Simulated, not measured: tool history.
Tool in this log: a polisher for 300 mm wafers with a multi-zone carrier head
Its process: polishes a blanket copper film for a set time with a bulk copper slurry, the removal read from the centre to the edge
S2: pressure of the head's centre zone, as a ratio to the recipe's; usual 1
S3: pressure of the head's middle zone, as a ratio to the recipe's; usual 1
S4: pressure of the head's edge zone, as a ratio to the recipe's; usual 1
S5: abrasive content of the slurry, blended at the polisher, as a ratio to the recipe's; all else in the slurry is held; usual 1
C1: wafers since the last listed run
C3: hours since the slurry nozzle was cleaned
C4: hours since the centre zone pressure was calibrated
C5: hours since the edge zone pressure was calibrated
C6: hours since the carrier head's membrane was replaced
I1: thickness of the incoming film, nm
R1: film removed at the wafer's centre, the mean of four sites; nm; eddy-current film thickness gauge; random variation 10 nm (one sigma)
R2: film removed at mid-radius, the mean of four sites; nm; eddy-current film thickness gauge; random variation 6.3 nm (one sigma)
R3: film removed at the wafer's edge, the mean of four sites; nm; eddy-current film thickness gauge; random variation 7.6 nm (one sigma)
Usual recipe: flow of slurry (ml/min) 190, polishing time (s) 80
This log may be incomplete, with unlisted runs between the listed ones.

run 1 day=0 | flow_of_slurry_(ml/min)=190 S2=1 S3=1 S4=1 S5=1 polishing_time_(s)=80 | C1=0 wafers_polished_on_this_pad=58 C3=176.1 C4=475 C5=736 C6=1243.4 | I1=4619.5 | R1=641.8 R2=624.4 R3=630.4
run 2 day=2.162 | flow_of_slurry_(ml/min)=190 S2=1 S3=1 S4=1 S5=1 polishing_time_(s)=80 | C1=303 wafers_polished_on_this_pad=361 C3=228 C4=526.9 C5=787.9 C6=1295.3 | I1=4658.7 | R1=598.5 R2=597.4 R3=604
run 3 day=3.367 | flow_of_slurry_(ml/min)=190 S2=1 S3=1 S4=1 S5=1 polishing_time_(s)=80 | C1=168 wafers_polished_on_this_pad=530 C3=256.9 C4=555.8 C5=816.8 C6=1324.2 | I1=4688.9 | R1=566.9 R2=581.1 R3=600.9
run 4 day=4.442 | flow_of_slurry_(ml/min)=190 S2=1 S3=1 S4=1 S5=1 polishing_time_(s)=80 | C1=150 wafers_polished_on_this_pad=681 C3=282.7 C4=581.6 C5=842.6 C6=1350 | I1=4723.2 | R1=580.8 R2=586 R3=591.6
run 5 day=5.929 | flow_of_slurry_(ml/min)=190 S2=1 S3=1 S4=1 S5=1 polishing_time_(s)=80 | C1=208 wafers_polished_on_this_pad=889 C3=318.4 C4=617.3 C5=878.3 C6=1385.7 | I1=4588.3 | R1=569.7 R2=579.4 R3=588.1
-- day=7.904 worn pad replaced by a new one
run 6 day=8.608 | flow_of_slurry_(ml/min)=190 S2=1 S3=1 S4=1 S5=1 polishing_time_(s)=80 | C1=352 wafers_polished_on_this_pad=98 C3=382.7 C4=681.6 C5=942.6 C6=1450 | I1=4723.4 | R1=613.6 R2=645.4 R3=631.3
run 7 day=11.017 | flow_of_slurry_(ml/min)=190 S2=1 S3=1 S4=1 S5=1 polishing_time_(s)=80 | C1=337 wafers_polished_on_this_pad=436 C3=440.5 C4=739.4 C5=1000.4 C6=1507.8 | I1=4710.2 | R1=580.5 R2=604.2 R3=614.7
run 8 day=13.346 | flow_of_slurry_(ml/min)=165 S2=1 S3=1 S4=1 S5=1 polishing_time_(s)=80 | C1=326 wafers_polished_on_this_pad=763 C3=496.4 C4=795.3 C5=1056.3 C6=1563.7 | I1=4703.6 | R1=537.3 R2=583 R3=583.6
-- day=13.558 centre zone pressure recalibrated
run 9 day=15.629 | flow_of_slurry_(ml/min)=165 S2=1 S3=1 S4=1 S5=1 polishing_time_(s)=80 | C1=308 wafers_polished_on_this_pad=1071 C3=551.2 C4=49.7 C5=1111.1 C6=1618.5 | I1=4672.5 | R1=616.8 R2=572.4 R3=586.6
-- day=17.088 slurry nozzle cleaned
run 10 day=17.279 | flow_of_slurry_(ml/min)=190 S2=1 S3=1 S4=1 S5=1 polishing_time_(s)=80 | C1=225 wafers_polished_on_this_pad=1296 C3=4.6 C4=89.3 C5=1150.7 C6=1658.1 | I1=4652.4 | R1=624.7 R2=585.4 R3=585.7
-- day=17.996 worn pad replaced by a new one
run 11 day=18.583 | flow_of_slurry_(ml/min)=190 S2=0.95 S3=1 S4=1.05 S5=1.15 polishing_time_(s)=80 | C1=159 wafers_polished_on_this_pad=82 C3=35.9 C4=120.6 C5=1182 C6=1689.4 | I1=4667.5 | R1=671.5 R2=653.3 R3=667.1
run 12 day=20.988 | flow_of_slurry_(ml/min)=190 S2=1 S3=1 S4=1 S5=1 polishing_time_(s)=80 | C1=337 wafers_polished_on_this_pad=419 C3=93.6 C4=178.3 C5=1239.7 C6=1747.1 | I1=4737.7 | R1=639.2 R2=590.5 R3=604.4
-- day=21.071 edge zone pressure recalibrated
run 13 day=22.196 | flow_of_slurry_(ml/min)=190 S2=1 S3=1 S4=1 S5=1 polishing_time_(s)=80 | C1=157 wafers_polished_on_this_pad=576 C3=122.6 C4=207.3 C5=27 C6=1776.1 | I1=4634.4 | R1=634.4 R2=586 R3=585.5
run 14 day=24.55 | flow_of_slurry_(ml/min)=215 S2=0.95 S3=1 S4=1 S5=0.85 polishing_time_(s)=80 | C1=330 wafers_polished_on_this_pad=906 C3=179.1 C4=263.8 C5=83.5 C6=1832.6 | I1=4661.5 | R1=546.6 R2=550.3 R3=551.5
run 15 day=25.55 | flow_of_slurry_(ml/min)=190 S2=1 S3=1.1 S4=1 S5=1.1 polishing_time_(s)=80 | C1=140 wafers_polished_on_this_pad=1047 C3=203.1 C4=287.8 C5=107.5 C6=1856.6 | I1=4693.5 | R1=627.8 R2=652.5 R3=577.5
run 16 day=26.575 | flow_of_slurry_(ml/min)=190 S2=1 S3=1 S4=1 S5=1.3 polishing_time_(s)=80 | C1=143 wafers_polished_on_this_pad=1190 C3=227.7 C4=312.4 C5=132.1 C6=1881.2 | I1=4628.3 | R1=652 R2=615.7 R3=622.2
-- day=27.746 worn pad replaced by a new one
-- day=28.129 carrier head's membrane replaced by a new one
run 17 day=29.046 | flow_of_slurry_(ml/min)=225 S2=1 S3=1 S4=1 S5=1 polishing_time_(s)=80 | C1=293 wafers_polished_on_this_pad=152 C3=287 C4=371.7 C5=191.4 C6=22 | I1=4691.2 | R1=671.3 R2=634.2 R3=633.8
run 18 day=30.654 | flow_of_slurry_(ml/min)=225 S2=1 S3=1 S4=1 S5=1 polishing_time_(s)=80 | C1=225 wafers_polished_on_this_pad=378 C3=325.6 C4=410.3 C5=230 C6=60.6 | I1=4717.9 | R1=649.1 R2=614.2 R3=610.2
run 19 day=32.438 | flow_of_slurry_(ml/min)=190 S2=1 S3=1 S4=1 S5=1 polishing_time_(s)=80 | C1=249 wafers_polished_on_this_pad=628 C3=368.4 C4=453.1 C5=272.8 C6=103.4 | I1=4597.1 | R1=597.5 R2=584.4 R3=579.2
run 20 day=34.4 | flow_of_slurry_(ml/min)=160 S2=1 S3=1 S4=1 S5=1 polishing_time_(s)=80 | C1=275 wafers_polished_on_this_pad=903 C3=415.5 C4=500.2 C5=319.9 C6=150.5 | I1=4721 | R1=585.6 R2=563.7 R3=570.9
run 21 day=36.262 | flow_of_slurry_(ml/min)=190 S2=0.94 S3=0.91 S4=0.89 S5=0.9 polishing_time_(s)=80 | C1=261 wafers_polished_on_this_pad=1164 C3=460.2 C4=544.9 C5=364.6 C6=195.2 | I1=4713.4 | R1=528.9 R2=512 R3=532

Below, each run's measurement less what the same run would have read without the hidden state. Both values contain the same run-to-run variation, but the gauge's scatter may not be the same in both:
What the log doesn't record here: removal rate lost through wear of the pad, %; slurry flow missing at the pad, %; deviation of the centre zone's pressure from its setpoint, %; deviation of the edge zone's pressure from its setpoint, %.
run=1 R1=-41.5 R2=-15.3 R3=-15.5
run=2 R1=-76.7 R2=-46.1 R3=-46.8
run=3 R1=-86.4 R2=-55.3 R3=-57.4
run=4 R1=-98.5 R2=-62.6 R3=-63.3
run=5 R1=-107.6 R2=-68.1 R3=-69.3
run=6 R1=-63.5 R2=-15.7 R3=-15.6
run=7 R1=-101 R2=-45.9 R3=-46.9
run=8 R1=-116.9 R2=-58.8 R3=-59.2
run=9 R1=-47.1 R2=-65.3 R3=-66.7
run=10 R1=-51 R2=-69.5 R3=-69.4
run=11 R1=-10.9 R2=-32.9 R3=-33.4
run=12 R1=-47.1 R2=-63.1 R3=-64.4
run=13 R1=-58.2 R2=-72.5 R3=-72.3
run=14 R1=-62.7 R2=-78.7 R3=-78.8
run=15 R1=-76.3 R2=-96.4 R3=-85.3
run=16 R1=-83.1 R2=-93.3 R3=-94.2
run=17 R1=-25.1 R2=-33.9 R3=-33.8
run=18 R1=-48.4 R2=-53.2 R3=-52.8
run=19 R1=-61.3 R2=-63.9 R3=-63.3
run=20 R1=-72.6 R2=-69.6 R3=-70.5
run=21 R1=-73.5 R2=-67 R3=-69.6

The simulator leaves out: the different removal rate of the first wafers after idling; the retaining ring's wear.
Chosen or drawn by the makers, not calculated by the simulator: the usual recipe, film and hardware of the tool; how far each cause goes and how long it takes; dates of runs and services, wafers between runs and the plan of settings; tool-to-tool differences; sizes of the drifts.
